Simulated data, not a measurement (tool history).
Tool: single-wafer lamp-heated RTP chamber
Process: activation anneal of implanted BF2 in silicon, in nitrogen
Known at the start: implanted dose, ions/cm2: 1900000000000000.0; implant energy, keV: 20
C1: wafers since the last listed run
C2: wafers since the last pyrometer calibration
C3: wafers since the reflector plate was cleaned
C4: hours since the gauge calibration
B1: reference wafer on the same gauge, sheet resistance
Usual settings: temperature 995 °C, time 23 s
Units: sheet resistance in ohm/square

{"run": 1, "hour": 0.0, "temperature": 995, "time": 23, "C1": 0, "C2": 811, "C3": 13650, "C4": 98.7, "B1": 196.0, "sheet resistance": 173.04}
{"run": 2, "hour": 17.5, "temperature": 995, "time": 23, "C1": 156, "C2": 967, "C3": 13807, "C4": 116.2, "B1": 196.02, "sheet resistance": 172.3}
{"run": 3, "hour": 47.9, "temperature": 995, "time": 23, "C1": 271, "C2": 1238, "C3": 14078, "C4": 146.6, "B1": 196.04, "sheet resistance": 170.42}
{"run": 4, "hour": 78.8, "temperature": 995, "time": 23, "C1": 275, "C2": 1514, "C3": 14353, "C4": 177.5, "B1": 195.77, "sheet resistance": 170.76}
{"run": 5, "hour": 105.1, "temperature": 995, "time": 23, "C1": 234, "C2": 1748, "C3": 14588, "C4": 203.8, "B1": 196.05, "sheet resistance": 169.04}
{"hour": 109.8, "done": "gauge calibrated"}
{"run": 6, "hour": 123.5, "temperature": 995, "time": 23, "C1": 164, "C2": 1913, "C3": 14752, "C4": 13.7, "B1": 195.98, "sheet resistance": 168.62}
{"hour": 143.8, "done": "pyrometer window cleaned and pyrometer calibrated"}
{"run": 7, "hour": 156.2, "temperature": 995, "time": 23, "C1": 220, "C2": 110, "C3": 14973, "C4": 46.4, "B1": 196.0, "sheet resistance": 171.19}
{"run": 8, "hour": 177.9, "temperature": 995, "time": 23, "C1": 193, "C2": 303, "C3": 15166, "C4": 68.1, "B1": 195.88, "sheet resistance": 171.14}
{"run": 9, "hour": 199.1, "temperature": 983, "time": 14, "C1": 189, "C2": 493, "C3": 15355, "C4": 89.3, "B1": 195.93, "sheet resistance": 202.95}
{"hour": 214.8, "done": "reflector plate cleaned"}
{"run": 10, "hour": 223.2, "temperature": 973, "time": 36, "C1": 143, "C2": 636, "C3": 74, "C4": 113.4, "B1": 196.01, "sheet resistance": 193.56}
{"run": 11, "hour": 246.2, "temperature": 995, "time": 11, "C1": 205, "C2": 841, "C3": 280, "C4": 136.4, "B1": 196.06, "sheet resistance": 189.08}
{"run": 12, "hour": 268.8, "temperature": 995, "time": 33, "C1": 201, "C2": 1043, "C3": 481, "C4": 159.0, "B1": 195.98, "sheet resistance": 158.84}
{"run": 13, "hour": 293.2, "temperature": 995, "time": 23, "C1": 217, "C2": 1261, "C3": 699, "C4": 183.4, "B1": 195.74, "sheet resistance": 169.44}
{"run": 14, "hour": 323.4, "temperature": 967, "time": 23, "C1": 269, "C2": 1530, "C3": 968, "C4": 213.6, "B1": 195.95, "sheet resistance": 212.63}
{"run": 15, "hour": 336.4, "temperature": 995, "time": 23, "C1": 115, "C2": 1646, "C3": 1084, "C4": 226.6, "B1": 195.81, "sheet resistance": 169.21}
{"hour": 351.6, "done": "gauge calibrated"}
{"run": 16, "hour": 352.8, "temperature": 995, "time": 29, "C1": 146, "C2": 1792, "C3": 1231, "C4": 1.2, "B1": 195.99, "sheet resistance": 160.51}
{"run": 17, "hour": 365.6, "temperature": 982, "time": 23, "C1": 114, "C2": 1907, "C3": 1345, "C4": 14.0, "B1": 195.99, "sheet resistance": 185.98}

5 ways to go on from here, each from the tool as it stands after run 17. What would each give?
{"run": "A", "hour": 366.0, "temperature": 995, "time": 23, "C1": 3, "C2": 1910, "C3": 1348, "C4": 14.4, "B1": "?", "sheet resistance": "?"}
{"run": "B", "hour": 366.0, "temperature": 995, "time": 15, "C1": 3, "C2": 1910, "C3": 1348, "C4": 14.4, "B1": "?", "sheet resistance": "?"}
{"run": "C", "hour": 366.0, "temperature": 1022, "time": 27, "C1": 3, "C2": 1910, "C3": 1348, "C4": 14.4, "B1": "?", "sheet resistance": "?"}
{"run": "D", "hour": 366.0, "temperature": 1008, "time": 19, "C1": 3, "C2": 1910, "C3": 1348, "C4": 14.4, "B1": "?", "sheet resistance": "?"}
{"run": "E", "hour": 366.0, "temperature": 987, "time": 23, "C1": 3, "C2": 1910, "C3": 1348, "C4": 14.4, "B1": "?", "sheet resistance": "?"}

run=A B1=195.87 sheet_resistance=166.83
run=B B1=195.87 sheet_resistance=179.15
run=C B1=195.87 sheet_resistance=128.78
run=D B1=195.87 sheet_resistance=154.96
run=E B1=195.87 sheet_resistance=178.76
Without the tool's hidden state the same runs would have given:
run=A sheet_resistance=173.39
run=B sheet_resistance=185.50
run=C sheet_resistance=133.46
run=D sheet_resistance=160.73
run=E sheet_resistance=185.73
